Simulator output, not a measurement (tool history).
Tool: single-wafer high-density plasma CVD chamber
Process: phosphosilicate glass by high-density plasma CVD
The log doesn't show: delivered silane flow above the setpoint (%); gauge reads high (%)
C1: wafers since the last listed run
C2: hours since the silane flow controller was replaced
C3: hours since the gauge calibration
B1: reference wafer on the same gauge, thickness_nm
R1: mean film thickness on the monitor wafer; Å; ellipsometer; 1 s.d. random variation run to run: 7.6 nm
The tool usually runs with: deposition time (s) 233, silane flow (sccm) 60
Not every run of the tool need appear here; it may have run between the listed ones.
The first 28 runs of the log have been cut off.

Run 29, hour 889.6: usual settings but deposition time (s) 215, silane flow (sccm) 69; C1 230; C2 367.6; C3 380.5; B1 1244.281. Result: R1 14078.89 Å.
Run 30, hour 923.2: usual settings but silane flow (sccm) 55; C1 269; C2 401.2; C3 414.1; B1 1244.342. Result: R1 13091.55 Å.
Run 31, hour 1008.8: usual settings; C1 685; C2 486.8; C3 499.7; B1 1248.327. Result: R1 13939.11 Å.
Run 32, hour 1032.2: usual settings but silane flow (sccm) 64; C1 187; C2 510.2; C3 523.1; B1 1251.241. Result: R1 14483.57 Å.
Run 33, hour 1126.2: usual settings; C1 753; C2 604.2; C3 617.1; B1 1252.78. Result: R1 14094.54 Å.
Run 34, hour 1159.4: usual settings but deposition time (s) 209; C1 266; C2 637.4; C3 650.3; B1 1252.995. Result: R1 12481.26 Å.
Run 35, hour 1194.8: usual settings but silane flow (sccm) 70; C1 283; C2 672.8; C3 685.7; B1 1258.418. Result: R1 15422.81 Å.
Run 36, hour 1228.4: usual settings; C1 269; C2 706.4; C3 719.3; B1 1256.289. Result: R1 14047.47 Å.
Run 37, hour 1327.4: usual settings; C1 793; C2 805.4; C3 818.3; B1 1261.916. Result: R1 14169.73 Å.
Run 38, hour 1361.3: usual settings but deposition time (s) 216, silane flow (sccm) 54; C1 271; C2 839.3; C3 852.2; B1 1266.649. Result: R1 12349.6 Å.
Run 39, hour 1394.4: usual settings but deposition time (s) 214; C1 265; C2 872.4; C3 885.3; B1 1266.293. Result: R1 12907.59 Å.
Run 40, hour 1419.1: usual settings but deposition time (s) 191, silane flow (sccm) 48; C1 197; C2 897.1; C3 910; B1 1271.588. Result: R1 10165.92 Å.
Run 41, hour 1441.9: usual settings but deposition time (s) 217; C1 182; C2 919.9; C3 932.8; B1 1271.859. Result: R1 13258.65 Å.
Run 42, hour 1463: usual settings; C1 169; C2 941; C3 953.9; B1 1271.141. Result: R1 14194.19 Å.
Run 43, hour 1483.1: usual settings but deposition time (s) 258, silane flow (sccm) 52; C1 161; C2 961.1; C3 974; B1 1276.021. Result: R1 14480.68 Å.
Run 44, hour 1501.8: usual settings but silane flow (sccm) 57; C1 149; C2 979.8; C3 992.7; B1 1273.647. Result: R1 13892.25 Å.

What if the next run were any one of these 3? Each begins from the tool's condition after run 44:
Run A, hour 1502.3: usual settings but deposition time (s) 273; C1 4; C2 980.3; C3 993.2; B1 ?. Result: R1 ?.
Run B, hour 1502.3: usual settings but deposition time (s) 279, silane flow (sccm) 49; C1 4; C2 980.3; C3 993.2; B1 ?. Result: R1 ?.
Run C, hour 1502.3: usual settings but silane flow (sccm) 50; C1 4; C2 980.3; C3 993.2; B1 ?. Result: R1 ?.

run        B1        R1
  A  1277.813  16747.58
  B  1277.813  15161.03
  C  1277.813  12809.76
Take away the tool's hidden state, keep each run's random variation, and the runs would have read:
run        R1
  A  16300.09
  B  14755.93
  C  12467.48
